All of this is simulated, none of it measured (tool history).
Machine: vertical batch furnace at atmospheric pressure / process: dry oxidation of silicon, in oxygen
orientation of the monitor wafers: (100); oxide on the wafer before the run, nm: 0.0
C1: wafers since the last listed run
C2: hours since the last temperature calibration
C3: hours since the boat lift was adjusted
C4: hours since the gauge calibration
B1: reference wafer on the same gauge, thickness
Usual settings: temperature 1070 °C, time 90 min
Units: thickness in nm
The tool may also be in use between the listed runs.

Run 1, hour 0: usual settings but temperature 1054 °C; C1 0; C2 1683.2; C3 3420.2; C4 110.2; B1 132.97. Result: thickness 105.77 nm.
Run 2, hour 76.4: usual settings but temperature 1054 °C; C1 529; C2 1759.6; C3 3496.6; C4 186.6; B1 132.98. Result: thickness 105.78 nm.
Run 3, hour 96.7: usual settings; C1 140; C2 1779.9; C3 3516.9; C4 206.9; B1 133. Result: thickness 119.82 nm.
Run 4, hour 122.5: usual settings; C1 178; C2 1805.7; C3 3542.7; C4 232.7; B1 133. Result: thickness 120.05 nm.
Run 5, hour 140.8: usual settings; C1 126; C2 1824; C3 3561; C4 251; B1 133.01. Result: thickness 120.11 nm.
At hour 168.2: thermocouples replaced and temperature profile calibrated.
Run 6, hour 168.7: usual settings but time 72 min; C1 27; C2 0.5; C3 3588.9; C4 278.9; B1 133.04. Result: thickness 99.8 nm.
Run 7, hour 179.1: usual settings but time 72 min; C1 72; C2 10.9; C3 3599.3; C4 289.3; B1 133.01. Result: thickness 99.71 nm.
Run 8, hour 201.9: usual settings; C1 158; C2 33.7; C3 3622.1; C4 312.1; B1 132.98. Result: thickness 115.41 nm.
Run 9, hour 227.6: usual settings; C1 178; C2 59.4; C3 3647.8; C4 337.8; B1 132.98. Result: thickness 115.75 nm.
At hour 306.5: boat lift adjusted.
Run 10, hour 307: usual settings but temperature 1059 °C; C1 384; C2 138.8; C3 0.5; C4 417.2; B1 132.99. Result: thickness 106.27 nm.
Run 11, hour 313.2: usual settings but temperature 1081 °C, time 48 min; C1 42; C2 145; C3 6.7; C4 423.4; B1 133. Result: thickness 84.51 nm.
Run 12, hour 319.3: usual settings; C1 42; C2 151.1; C3 12.8; C4 429.5; B1 132.96. Result: thickness 115.72 nm.
Run 13, hour 336: usual settings but temperature 1048 °C, time 49 min; C1 115; C2 167.8; C3 29.5; C4 446.2; B1 133.05. Result: thickness 65.75 nm.
Run 14, hour 353.6: usual settings but temperature 1061 °C, time 116.5 min; C1 122; C2 185.4; C3 47.1; C4 463.8; B1 133.01. Result: thickness 127.39 nm.
At hour 355.6: gauge calibrated.
Run 15, hour 379.4: usual settings but temperature 1092 °C, time 50 min; C1 178; C2 211.2; C3 72.9; C4 23.8; B1 133.03. Result: thickness 94.49 nm.
Run 16, hour 400.6: usual settings but temperature 1061 °C, time 108.5 min; C1 146; C2 232.4; C3 94.1; C4 45; B1 133. Result: thickness 122.07 nm.
Run 17, hour 420.9: usual settings; C1 140; C2 252.7; C3 114.4; C4 65.3; B1 133.02. Result: thickness 116.01 nm.
Run 18, hour 439.2: usual settings but temperature 1085 °C, time 50.5 min; C1 126; C2 271; C3 132.7; C4 83.6; B1 132.97. Result: thickness 89.95 nm.
Run 19, hour 463.8: usual settings but temperature 1080 °C, time 106 min; C1 170; C2 295.6; C3 157.3; C4 108.2; B1 133.01. Result: thickness 138.3 nm.
Run 20, hour 475.5: usual settings but temperature 1087 °C, time 109 min; C1 81; C2 307.3; C3 169; C4 119.9; B1 132.99. Result: thickness 148.33 nm.

What if the next run were any one of these 4? Each begins from the tool's condition after run 20:
Run A, hour 481.7: usual settings; C1 42; C2 313.5; C3 175.2; C4 126.1; B1 ?. Result: thickness ?.
Run B, hour 481.7: usual settings but temperature 1094 °C, time 104.5 min; C1 42; C2 313.5; C3 175.2; C4 126.1; B1 ?. Result: thickness ?.
Run C, hour 481.7: usual settings but temperature 1093 °C; C1 42; C2 313.5; C3 175.2; C4 126.1; B1 ?. Result: thickness ?.
Run D, hour 481.7: usual settings but temperature 1077 °C, time 112 min; C1 42; C2 313.5; C3 175.2; C4 126.1; B1 ?. Result: thickness ?.

run      B1  thickness
  A  132.98      116.1
  B  132.98     151.71
  C  132.98     137.32
  D  132.98     140.47
Without the tool's unlogged condition, the same runs would have read:
run  thickness
  A     115.31
  B     150.79
  C     136.46
  D     139.55
